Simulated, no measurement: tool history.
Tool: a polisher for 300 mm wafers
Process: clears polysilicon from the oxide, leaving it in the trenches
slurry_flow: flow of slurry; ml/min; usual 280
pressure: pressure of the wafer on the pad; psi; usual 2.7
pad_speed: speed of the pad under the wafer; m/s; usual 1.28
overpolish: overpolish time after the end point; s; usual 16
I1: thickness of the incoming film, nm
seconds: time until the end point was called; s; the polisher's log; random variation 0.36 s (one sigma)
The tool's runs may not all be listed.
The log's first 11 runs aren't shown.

run 12 hour=671.9 | slurry_flow=280 pressure=2.7 pad_speed=1.54 overpolish=9 | I1=456.9 | seconds=30.3
run 13 hour=764.9 | slurry_flow=280 pressure=2.7 pad_speed=1.28 overpolish=16 | I1=460.4 | seconds=36.4
run 14 hour=852.8 | slurry_flow=280 pressure=3.1 pad_speed=1.28 overpolish=20 | I1=455.1 | seconds=33.2
run 15 hour=908.1 | slurry_flow=280 pressure=2.4 pad_speed=1.60 overpolish=23 | I1=451.3 | seconds=30.8
run 16 hour=958.0 | slurry_flow=280 pressure=2.7 pad_speed=1.28 overpolish=16 | I1=458.4 | seconds=36.7
run 17 hour=1052.5 | slurry_flow=280 pressure=2.3 pad_speed=1.60 overpolish=16 | I1=466.9 | seconds=32.5
-- hour=1142.6 worn pad replaced by a new one, repeated, since the last time left the tool worse
run 18 hour=1148.8 | slurry_flow=280 pressure=2.7 pad_speed=1.28 overpolish=16 | I1=467.2 | seconds=31.3
-- hour=1243.2 slurry nozzle cleaned
run 19 hour=1244.9 | slurry_flow=280 pressure=3.0 pad_speed=1.28 overpolish=12 | I1=459.1 | seconds=29.9
run 20 hour=1308.9 | slurry_flow=375 pressure=2.1 pad_speed=1.28 overpolish=16 | I1=462.5 | seconds=36.1
run 21 hour=1353.2 | slurry_flow=280 pressure=2.7 pad_speed=0.98 overpolish=16 | I1=461.5 | seconds=42.3
run 22 hour=1433.5 | slurry_flow=365 pressure=2.7 pad_speed=1.28 overpolish=25 | I1=451.0 | seconds=30.7
run 23 hour=1486.2 | slurry_flow=280 pressure=2.7 pad_speed=1.28 overpolish=16 | I1=467.3 | seconds=33.1
run 24 hour=1549.2 | slurry_flow=210 pressure=1.9 pad_speed=0.88 overpolish=23 | I1=463.5 | seconds=58.6
-- hour=1659.8 head pressure recalibrated
run 25 hour=1731.3 | slurry_flow=280 pressure=2.7 pad_speed=1.28 overpolish=16 | I1=458.3 | seconds=32.1
-- hour=1831.2 worn pad replaced by a new one
run 26 hour=1969.2 | slurry_flow=280 pressure=2.7 pad_speed=1.28 overpolish=16 | I1=451.5 | seconds=31.7
-- hour=1999.3 slurry nozzle cleaned
run 27 hour=2032.4 | slurry_flow=280 pressure=2.3 pad_speed=1.48 overpolish=16 | I1=455.0 | seconds=30.1
run 28 hour=2083.2 | slurry_flow=280 pressure=2.7 pad_speed=1.28 overpolish=16 | I1=466.5 | seconds=32.7
run 29 hour=2187.2 | slurry_flow=330 pressure=3.5 pad_speed=0.98 overpolish=24 | I1=455.7 | seconds=34.9
run 30 hour=2251.4 | slurry_flow=360 pressure=1.9 pad_speed=1.28 overpolish=13 | I1=457.1 | seconds=38.8
run 31 hour=2338.0 | slurry_flow=280 pressure=2.3 pad_speed=0.98 overpolish=16 | I1=459.2 | seconds=46.8
-- hour=2406.6 worn pad replaced by a new one
run 32 hour=2434.7 | slurry_flow=315 pressure=2.7 pad_speed=1.28 overpolish=7 | I1=462.5 | seconds=31.3
run 33 hour=2491.2 | slurry_flow=280 pressure=2.7 pad_speed=1.28 overpolish=16 | I1=456.1 | seconds=31.7
run 34 hour=2551.7 | slurry_flow=280 pressure=2.7 pad_speed=0.94 overpolish=16 | I1=462.0 | seconds=43.7

Forecast each of these 4 alternatives for the next run:
run A hour=2552.1 | slurry_flow=280 pressure=2.7 pad_speed=1.52 overpolish=16 | I1=467.1 | seconds=?
run B hour=2552.1 | slurry_flow=370 pressure=3.2 pad_speed=1.44 overpolish=19 | I1=467.1 | seconds=?
run C hour=2552.1 | slurry_flow=280 pressure=2.0 pad_speed=1.28 overpolish=12 | I1=467.1 | seconds=?
run D hour=2552.1 | slurry_flow=280 pressure=1.8 pad_speed=0.96 overpolish=16 | I1=467.1 | seconds=?

run=A seconds=27.3
run=B seconds=25.4
run=C seconds=38.4
run=D seconds=54.0
Without the tool's hidden state the same runs would have given:
run=A seconds=26.4
run=B seconds=24.7
run=C seconds=37.2
run=D seconds=52.3
